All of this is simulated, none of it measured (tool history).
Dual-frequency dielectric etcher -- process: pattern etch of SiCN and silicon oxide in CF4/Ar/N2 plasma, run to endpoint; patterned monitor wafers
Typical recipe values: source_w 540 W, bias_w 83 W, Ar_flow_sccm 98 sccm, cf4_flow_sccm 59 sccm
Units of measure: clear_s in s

| run | day | source_w | bias_w | Ar_flow_sccm | cf4_flow_sccm | incoming incoming film thickness, nm | clear_s |
|---|---|---|---|---|---|---|---|
| 1 | 0 | 490 | 83 | 98 | 59 | 15.1 | 14.6 |
| 2 | 3.912 | 540 | 83 | 98 | 59 | 15.14 | 13.7 |
| 3 | 8.4 | 540 | 83 | 98 | 59 | 15.15 | 13.5 |
| 4 | 12.433 | 540 | 83 | 98 | 59 | 15.04 | 13.5 |
| 5 | 14.067 | 540 | 83 | 98 | 59 | 15.23 | 13.8 |
|  | 15.733 | wet clean of the chamber |
| 6 | 17.096 | 540 | 83 | 98 | 59 | 15.17 | 13.6 |
| 7 | 21.55 | 540 | 100 | 90 | 52 | 15.18 | 12.6 |
| 8 | 25.933 | 630 | 83 | 78 | 59 | 15.13 | 11.7 |
| 9 | 27.742 | 640 | 92 | 115 | 59 | 15.19 | 11.3 |
| 10 | 31.958 | 600 | 83 | 98 | 59 | 15.19 | 12.6 |
| 11 | 33.571 | 540 | 83 | 98 | 47 | 15.1 | 14.6 |
|  | 41.225 | wet clean of the chamber |
|  | 44.596 | Ar flow controller replaced |
| 12 | 45.996 | 540 | 83 | 98 | 51 | 15.09 | 14 |
|  | 51.392 | bias power generator calibrated |
| 13 | 58.938 | 540 | 83 | 98 | 59 | 15.15 | 13.8 |
| 14 | 62.288 | 650 | 83 | 98 | 59 | 15.06 | 11.7 |
|  | 65.983 | source power generator calibrated |
| 15 | 66.004 | 540 | 83 | 98 | 59 | 14.99 | 13.5 |
|  | 69.508 | upper electrode replaced |
| 16 | 69.529 | 540 | 83 | 98 | 59 | 15.08 | 13.7 |
|  | 70.225 | CF4 flow controller replaced |
|  | 71.688 | wet clean of the chamber |
| 17 | 71.708 | 490 | 62 | 82 | 53 | 15.04 | 17.2 |

Predict the results of run 18:
| 18 | 73.533 | 490 | 92 | 98 | 47 | 15.19 | ? |

Logged for run 18: clear_s 14.7 s.
Without the tool's hidden state the same run would have given clear_s 14.7 s.
